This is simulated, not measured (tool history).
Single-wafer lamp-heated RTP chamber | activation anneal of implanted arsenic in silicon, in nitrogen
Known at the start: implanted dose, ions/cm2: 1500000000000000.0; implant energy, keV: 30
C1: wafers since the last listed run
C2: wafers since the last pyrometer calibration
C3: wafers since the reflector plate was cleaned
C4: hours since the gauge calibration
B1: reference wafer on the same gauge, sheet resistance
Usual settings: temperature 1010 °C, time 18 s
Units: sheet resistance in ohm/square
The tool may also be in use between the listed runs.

run 1 hour=0 | temperature=1010 time=21 | C1=0 C2=1662 C3=11179 C4=1149.1 | B1=96.14 | sheet_resistance=95.07
-- hour=25.7 reflector plate cleaned
run 2 hour=151.8 | temperature=1010 time=21 | C1=3135 C2=4798 C3=2750 C4=1300.9 | B1=96.34 | sheet_resistance=95.83
run 3 hour=220.6 | temperature=1010 time=21 | C1=1500 C2=6298 C3=4250 C4=1369.7 | B1=96.18 | sheet_resistance=95.27
run 4 hour=312 | temperature=1002 time=18 | C1=1993 C2=8291 C3=6243 C4=1461.1 | B1=96.19 | sheet_resistance=96.23
-- hour=319.9 gauge calibrated
run 5 hour=368.4 | temperature=1002 time=18 | C1=1229 C2=9521 C3=7473 C4=48.5 | B1=96.36 | sheet_resistance=97.5
-- hour=438.5 pyrometer window cleaned and pyrometer calibrated
run 6 hour=456.4 | temperature=1002 time=18 | C1=1744 C2=390 C3=9218 C4=136.5 | B1=96.27 | sheet_resistance=98.21
run 7 hour=501.8 | temperature=1010 time=18 | C1=989 C2=1380 C3=10208 C4=181.9 | B1=96.27 | sheet_resistance=95.03
-- hour=510.9 reflector plate cleaned
run 8 hour=585.1 | temperature=1010 time=14 | C1=1641 C2=3022 C3=1618 C4=265.2 | B1=96.37 | sheet_resistance=98.68
run 9 hour=665.5 | temperature=1010 time=14 | C1=1753 C2=4775 C3=3371 C4=345.6 | B1=96.22 | sheet_resistance=98.33
run 10 hour=735.3 | temperature=1010 time=14 | C1=1522 C2=6297 C3=4893 C4=415.4 | B1=96.28 | sheet_resistance=98.13
run 11 hour=776.6 | temperature=1010 time=18 | C1=900 C2=7198 C3=5794 C4=456.7 | B1=96.31 | sheet_resistance=96.02
run 12 hour=816.8 | temperature=1010 time=18 | C1=876 C2=8074 C3=6670 C4=496.9 | B1=96.19 | sheet_resistance=94.72
run 13 hour=870.8 | temperature=1010 time=11 | C1=1177 C2=9252 C3=7848 C4=550.9 | B1=96.21 | sheet_resistance=99.62
-- hour=882 pyrometer window cleaned and pyrometer calibrated
-- hour=940.3 reflector plate cleaned
run 14 hour=942.7 | temperature=1010 time=11 | C1=1218 C2=1149 C3=51 C4=622.8 | B1=96.27 | sheet_resistance=101.1
run 15 hour=984.1 | temperature=1010 time=11 | C1=902 C2=2052 C3=954 C4=664.2 | B1=96.2 | sheet_resistance=100.55
run 16 hour=1090.9 | temperature=1010 time=18 | C1=2328 C2=4381 C3=3283 C4=771 | B1=96.34 | sheet_resistance=96.37
-- hour=1405.4 reflector plate cleaned
run 17 hour=1407.1 | temperature=1010 time=18 | C1=6720 C2=11101 C3=37 C4=1087.2 | B1=96.05 | sheet_resistance=97.12
-- hour=1438.2 pyrometer window cleaned and pyrometer calibrated
run 18 hour=1460.3 | temperature=1026 time=14 | C1=985 C2=481 C3=1023 C4=1140.4 | B1=96.29 | sheet_resistance=95.41
run 19 hour=1496.8 | temperature=1010 time=22 | C1=795 C2=1277 C3=1818 C4=1176.9 | B1=96.19 | sheet_resistance=95.11
run 20 hour=1559.7 | temperature=1028 time=18 | C1=1371 C2=2649 C3=3190 C4=1239.8 | B1=96.23 | sheet_resistance=92.53
run 21 hour=1620.6 | temperature=1000 time=14 | C1=1327 C2=3977 C3=4518 C4=1300.7 | B1=96.19 | sheet_resistance=99.64
run 22 hour=1741.8 | temperature=1031 time=11 | C1=2642 C2=6620 C3=7161 C4=1421.9 | B1=96.19 | sheet_resistance=95.84
run 23 hour=1800.8 | temperature=1026 time=14 | C1=1286 C2=7906 C3=8447 C4=1480.9 | B1=96.32 | sheet_resistance=94.91
-- hour=1848.2 gauge calibrated
run 24 hour=1857.4 | temperature=1010 time=18 | C1=1234 C2=9140 C3=9682 C4=9.2 | B1=96.08 | sheet_resistance=95.51
-- hour=1898.1 reflector plate cleaned
run 25 hour=1903.3 | temperature=1019 time=18 | C1=826 C2=9967 C3=113 C4=55.1 | B1=96.26 | sheet_resistance=95.19
-- hour=1923.4 pyrometer window cleaned and pyrometer calibrated
run 26 hour=1964.2 | temperature=1027 time=12 | C1=1153 C2=889 C3=1267 C4=116 | B1=96.16 | sheet_resistance=95.66
run 27 hour=2019.3 | temperature=988 time=27 | C1=1201 C2=2090 C3=2468 C4=171.1 | B1=96.22 | sheet_resistance=98.37
run 28 hour=2064.2 | temperature=1022 time=29 | C1=979 C2=3069 C3=3447 C4=216 | B1=96.14 | sheet_resistance=91.12
run 29 hour=2171.3 | temperature=1026 time=14 | C1=2335 C2=5405 C3=5783 C4=323.1 | B1=96.18 | sheet_resistance=95.05
run 30 hour=2229.7 | temperature=1024 time=14 | C1=1273 C2=6678 C3=7056 C4=381.5 | B1=96.22 | sheet_resistance=95.28
run 31 hour=2280.7 | temperature=1022 time=26 | C1=1112 C2=7790 C3=8168 C4=432.5 | B1=96.2 | sheet_resistance=90.57
-- hour=2366.9 reflector plate cleaned
run 32 hour=2367.4 | temperature=1010 time=18 | C1=1716 C2=9506 C3=10 C4=519.2 | B1=96.21 | sheet_resistance=97.59
-- hour=2386.9 pyrometer window cleaned and pyrometer calibrated
run 33 hour=2454.9 | temperature=1029 time=22 | C1=1733 C2=1482 C3=1744 C4=606.7 | B1=96.29 | sheet_resistance=91.6

Measured less the same run without the tool's hidden state. The same run-to-run variation is in both; the gauge's scatter may not be:
The hidden state here: true wafer temperature minus pyrometer reading, K; wafer temperature error from the tarnished reflector plate, K; gauge reads high (%).
run=1 sheet_resistance=-1.93
run=2 sheet_resistance=-0.94
run=3 sheet_resistance=-1.19
run=4 sheet_resistance=-1.38
run=5 sheet_resistance=-1.48
run=6 sheet_resistance=-1.57
run=7 sheet_resistance=-1.53
run=8 sheet_resistance=-0.64
run=9 sheet_resistance=-1.01
run=10 sheet_resistance=-1.21
run=11 sheet_resistance=-1.34
run=12 sheet_resistance=-1.39
run=13 sheet_resistance=-1.46
run=14 sheet_resistance=-0.02
run=15 sheet_resistance=-0.36
run=16 sheet_resistance=-0.94
run=17 sheet_resistance=-0.05
run=18 sheet_resistance=-0.48
run=19 sheet_resistance=-0.73
run=20 sheet_resistance=-1.04
run=21 sheet_resistance=-1.23
run=22 sheet_resistance=-1.39
run=23 sheet_resistance=-1.48
run=24 sheet_resistance=-1.48
run=25 sheet_resistance=-0.06
run=26 sheet_resistance=-0.53
run=27 sheet_resistance=-0.99
run=28 sheet_resistance=-1.17
run=29 sheet_resistance=-1.3
run=30 sheet_resistance=-1.39
run=31 sheet_resistance=-1.6
run=32 sheet_resistance=-0.11
run=33 sheet_resistance=-0.84

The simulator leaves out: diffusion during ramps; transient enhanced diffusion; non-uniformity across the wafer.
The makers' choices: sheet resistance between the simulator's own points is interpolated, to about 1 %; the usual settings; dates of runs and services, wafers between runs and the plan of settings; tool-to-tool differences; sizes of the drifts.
